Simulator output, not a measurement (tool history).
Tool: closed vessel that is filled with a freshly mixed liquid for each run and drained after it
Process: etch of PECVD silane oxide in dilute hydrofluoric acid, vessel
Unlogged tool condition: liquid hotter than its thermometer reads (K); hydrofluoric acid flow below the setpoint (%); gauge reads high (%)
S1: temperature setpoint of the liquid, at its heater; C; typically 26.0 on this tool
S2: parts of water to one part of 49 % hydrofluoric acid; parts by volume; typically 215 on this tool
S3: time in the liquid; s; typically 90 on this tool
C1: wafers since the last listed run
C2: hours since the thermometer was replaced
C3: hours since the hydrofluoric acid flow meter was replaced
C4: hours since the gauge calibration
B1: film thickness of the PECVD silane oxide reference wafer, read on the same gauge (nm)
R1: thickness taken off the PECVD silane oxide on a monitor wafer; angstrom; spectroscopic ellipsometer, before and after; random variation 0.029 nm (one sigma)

run	hour	S1	S2	S3	C1	C2	C3	C4	B1	R1
1	0.0	26.0	215	90	0	1008.1	144.7	472.2	59.98	71.2
2	13.4	26.0	215	90	1481	1021.5	158.1	485.6	60.01	70.9
3	20.5	26.0	215	90	785	1028.6	165.2	492.7	59.99	70.8
4	36.8	26.0	215	90	1802	1044.9	181.5	509.0	60.01	71.3
# hour 49.1: gauge calibrated
5	51.5	26.0	215	90	1625	1059.6	196.2	2.4	60.01	71.1
6	61.4	26.0	215	90	1094	1069.5	206.1	12.3	60.00	70.9
7	69.6	26.0	215	90	906	1077.7	214.3	20.5	60.00	71.0
8	85.0	26.0	215	90	1702	1093.1	229.7	35.9	60.01	70.7
9	101.0	26.0	215	90	1769	1109.1	245.7	51.9	60.00	70.7
10	112.1	26.0	215	90	1227	1120.2	256.8	63.0	59.99	70.8
11	121.5	26.0	215	90	1039	1129.6	266.2	72.4	60.00	70.8
12	128.2	26.0	215	90	740	1136.3	272.9	79.1	60.00	71.0
13	142.0	26.0	215	90	1526	1150.1	286.7	92.9	60.00	70.8
14	152.5	28.0	145	50	1161	1160.6	297.2	103.4	60.02	68.5
15	166.5	26.0	215	90	1548	1174.6	311.2	117.4	60.02	71.1
16	181.2	22.0	270	40	1625	1189.3	325.9	132.1	60.00	20.6
17	189.2	30.5	110	90	884	1197.3	333.9	140.1	59.99	184.1
18	195.4	26.0	215	90	685	1203.5	340.1	146.3	59.99	71.1
19	207.3	27.5	215	110	1315	1215.4	352.0	158.2	59.99	91.4
20	217.8	24.5	215	90	1161	1225.9	362.5	168.7	60.02	67.4
21	230.4	26.0	310	130	1393	1238.5	375.1	181.3	60.00	64.3
22	238.4	26.0	215	130	884	1246.5	383.1	189.3	59.98	102.6
# hour 251.2: hydrofluoric acid flow meter replaced
23	288.8	26.0	215	90	5462	1296.9	37.6	239.7	60.00	70.9
24	298.5	26.0	175	90	1072	1306.6	47.3	249.4	60.01	90.9
25	309.2	26.0	215	90	1183	1317.3	58.0	260.1	60.00	70.7
# hour 312.2: thermometer replaced
26	315.9	26.0	215	90	630	3.7	64.7	266.8	59.99	71.0
27	324.8	26.0	215	60	984	12.6	73.6	275.7	60.00	47.1
28	336.5	26.0	260	90	1293	24.3	85.3	287.4	60.00	56.1
29	351.1	26.0	295	90	1614	38.9	99.9	302.0	59.98	47.3
30	374.9	29.0	125	40	2631	62.7	123.7	325.8	59.99	66.9
31	391.1	22.5	215	140	1791	78.9	139.9	342.0	60.00	97.4
32	403.6	22.0	215	90	1382	91.4	152.4	354.5	60.00	60.9
33	419.9	29.0	255	90	1802	107.7	168.7	370.8	59.99	63.6
34	434.0	22.5	105	115	1559	121.8	182.8	384.9	59.99	184.3

What differs in the tool's unlogged condition from the final listed run ahead of each entry between runs to the first listed run following it?
Runs 4 to 5: gauge calibrated (hour 49.1)
  no difference in the tool's unlogged condition between these two runs
Runs 22 to 23: hydrofluoric acid flow meter replaced (hour 251.2)
  no difference in the tool's unlogged condition between these two runs
Runs 25 to 26: thermometer replaced (hour 312.2)
  no difference in the tool's unlogged condition between these two runs

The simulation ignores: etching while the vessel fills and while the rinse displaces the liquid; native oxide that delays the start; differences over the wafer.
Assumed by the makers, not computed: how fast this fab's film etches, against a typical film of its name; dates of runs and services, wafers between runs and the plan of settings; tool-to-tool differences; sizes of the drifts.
